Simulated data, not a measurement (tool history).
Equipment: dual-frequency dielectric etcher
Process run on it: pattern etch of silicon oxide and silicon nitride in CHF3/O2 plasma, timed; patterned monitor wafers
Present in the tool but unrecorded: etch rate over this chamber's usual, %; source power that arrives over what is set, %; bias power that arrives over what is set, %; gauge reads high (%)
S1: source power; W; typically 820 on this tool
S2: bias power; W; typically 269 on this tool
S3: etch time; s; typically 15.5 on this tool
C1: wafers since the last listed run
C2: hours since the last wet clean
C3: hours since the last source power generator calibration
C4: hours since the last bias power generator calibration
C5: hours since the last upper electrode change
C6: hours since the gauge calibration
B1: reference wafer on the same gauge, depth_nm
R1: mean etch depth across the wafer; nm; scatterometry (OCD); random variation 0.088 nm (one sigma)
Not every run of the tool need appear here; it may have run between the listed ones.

| run | hour | S1 | S2 | S3 | C1 | C2 | C3 | C4 | C5 | C6 | B1 | R1 |
|---|---|---|---|---|---|---|---|---|---|---|---|---|
| 1 | 0.0 | 970 | 269 | 15.5 | 0 | 468.1 | 4492.9 | 3605.8 | 4156.5 | 647.9 | 33.29 | 33.48 |
|  | 55.2 | wet clean of the chamber |
| 2 | 78.5 | 970 | 269 | 15.5 | 785 | 23.3 | 4571.4 | 3684.3 | 4235.0 | 726.4 | 33.34 | 32.34 |
| 3 | 163.3 | 820 | 314 | 18.0 | 1221 | 108.1 | 4656.2 | 3769.1 | 4319.8 | 811.2 | 33.28 | 38.27 |
| 4 | 233.7 | 890 | 269 | 15.5 | 1014 | 178.5 | 4726.6 | 3839.5 | 4390.2 | 881.6 | 33.30 | 31.93 |
| 5 | 312.8 | 930 | 269 | 16.5 | 1139 | 257.6 | 4805.7 | 3918.6 | 4469.3 | 960.7 | 33.30 | 34.58 |
| 6 | 380.2 | 930 | 269 | 15.5 | 970 | 325.0 | 4873.1 | 3986.0 | 4536.7 | 1028.1 | 33.32 | 32.71 |
| 7 | 422.3 | 930 | 269 | 15.5 | 606 | 367.1 | 4915.2 | 4028.1 | 4578.8 | 1070.2 | 33.32 | 32.70 |
| 8 | 469.0 | 820 | 220 | 18.5 | 672 | 413.8 | 4961.9 | 4074.8 | 4625.5 | 1116.9 | 33.31 | 34.55 |
| 9 | 575.7 | 820 | 269 | 15.5 | 1537 | 520.5 | 5068.6 | 4181.5 | 4732.2 | 1223.6 | 33.30 | 31.69 |
|  | 639.9 | wet clean of the chamber |
| 10 | 651.6 | 820 | 269 | 15.5 | 747 | 11.7 | 5144.5 | 4257.4 | 4808.1 | 1299.5 | 33.29 | 31.00 |
|  | 730.5 | source power generator calibrated |
| 11 | 738.7 | 820 | 269 | 15.5 | 1197 | 98.8 | 8.2 | 4344.5 | 4895.2 | 1386.6 | 33.30 | 31.18 |
|  | 765.4 | bias power generator calibrated |
| 12 | 786.0 | 740 | 269 | 19.0 | 623 | 146.1 | 55.5 | 20.6 | 4942.5 | 1433.9 | 33.29 | 37.21 |
| 13 | 883.1 | 820 | 297 | 15.5 | 1398 | 243.2 | 152.6 | 117.7 | 5039.6 | 1531.0 | 33.34 | 32.52 |
| 14 | 936.0 | 970 | 269 | 15.5 | 762 | 296.1 | 205.5 | 170.6 | 5092.5 | 1583.9 | 33.28 | 33.14 |
|  | 1075.6 | gauge calibrated |
|  | 1084.6 | upper electrode replaced |
|  | 1159.9 | wet clean of the chamber |
| 15 | 1160.4 | 910 | 205 | 18.0 | 2541 | 0.5 | 429.9 | 395.0 | 75.8 | 84.8 | 33.30 | 32.96 |
| 16 | 1186.4 | 820 | 269 | 15.5 | 374 | 26.5 | 455.9 | 421.0 | 101.8 | 110.8 | 33.31 | 30.72 |
| 17 | 1250.8 | 970 | 269 | 15.5 | 927 | 90.9 | 520.3 | 485.4 | 166.2 | 175.2 | 33.32 | 32.65 |
| 18 | 1342.6 | 980 | 314 | 18.0 | 1322 | 182.7 | 612.1 | 577.2 | 258.0 | 267.0 | 33.26 | 40.74 |
| 19 | 1395.0 | 920 | 286 | 18.5 | 754 | 235.1 | 664.5 | 629.6 | 310.4 | 319.4 | 33.29 | 39.31 |
| 20 | 1436.2 | 700 | 240 | 17.0 | 593 | 276.3 | 705.7 | 670.8 | 351.6 | 360.6 | 33.29 | 31.08 |
| 21 | 1490.8 | 960 | 269 | 13.5 | 786 | 330.9 | 760.3 | 725.4 | 406.2 | 415.2 | 33.33 | 28.70 |

Below are 5 alternative next runs, each starting from the tool's condition after run 21. Predict each:
| A | 1491.2 | 820 | 269 | 15.5 | 5 | 331.3 | 760.7 | 725.8 | 406.6 | 415.6 | ? | ? |
| B | 1491.2 | 900 | 305 | 14.0 | 5 | 331.3 | 760.7 | 725.8 | 406.6 | 415.6 | ? | ? |
| C | 1491.2 | 630 | 269 | 15.5 | 5 | 331.3 | 760.7 | 725.8 | 406.6 | 415.6 | ? | ? |
| D | 1491.2 | 820 | 288 | 15.5 | 5 | 331.3 | 760.7 | 725.8 | 406.6 | 415.6 | ? | ? |
| E | 1491.2 | 820 | 269 | 17.0 | 5 | 331.3 | 760.7 | 725.8 | 406.6 | 415.6 | ? | ? |

| run | B1 | R1 |
|---|---|---|
| A | 33.31 | 31.20 |
| B | 33.31 | 30.56 |
| C | 33.31 | 28.72 |
| D | 33.31 | 32.08 |
| E | 33.31 | 34.22 |
With the hidden condition removed and each run's random variation left untouched, the same runs would have given:
| run | R1 |
|---|---|
| A | 30.71 |
| B | 30.09 |
| C | 28.28 |
| D | 31.58 |
| E | 33.68 |
